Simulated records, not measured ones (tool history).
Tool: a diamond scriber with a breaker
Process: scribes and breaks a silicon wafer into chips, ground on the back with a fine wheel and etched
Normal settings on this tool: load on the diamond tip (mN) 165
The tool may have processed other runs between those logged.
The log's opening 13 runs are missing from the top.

run,hour,load on the diamond tip (mN),"incoming depth of the damage left on the back of the incoming wafer, um",depth of the median crack under the scribed line (nm),chips rejected at inspection after the break (%)
14,221,191,0.7,10550,1.21
15,232.3,191,0.64,10410,1.3
16,240.9,165,0.64,9960,2.45
17,254.4,199,0.49,10720,1.14
18,266.6,123,0.66,8490,8.51
# hour 275.4: load on the tip recalibrated
19,281.8,165,0.61,9930,2.59
20,297.3,190,0.33,10600,1.37
21,303.9,165,0.48,9800,2.45
22,315.6,165,0.41,9690,2.49
# hour 318.5: diamond tip replaced by a new one
23,323.1,127,0.72,7910,11.21
24,340.6,150,0.5,8790,6.56
25,348.6,186,0.76,9590,2.73
26,357.3,140,0.36,8250,8.38
27,373.9,198,0.43,9760,2.37
28,418.3,121,0.56,7700,15.55
# hour 436.9: diamond tip replaced by a new one, repeated, since the last time left the tool worse
29,442.1,203,0.37,12180,2.26
30,452.7,200,0.62,11770,1.91
31,466.2,205,0.74,12000,2.4
32,474.8,131,0.67,9480,3.38

Each row is a separate what-if for the run after 32, all from the same tool condition, not one after another. Results?
A,475.3,138,0.39,?,?
B,475.3,197,0.39,?,?
C,475.3,210,0.39,?,?

run,depth of the median crack under the scribed line (nm),chips rejected at inspection after the break (%)
A,9960,2.45
B,12000,1.73
C,12430,2.38
Take away the tool's hidden state, keep each run's random variation, and the runs would have read:
run,depth of the median crack under the scribed line (nm),chips rejected at inspection after the break (%)
A,10160,2.03
B,12250,2.08
C,12690,2.87
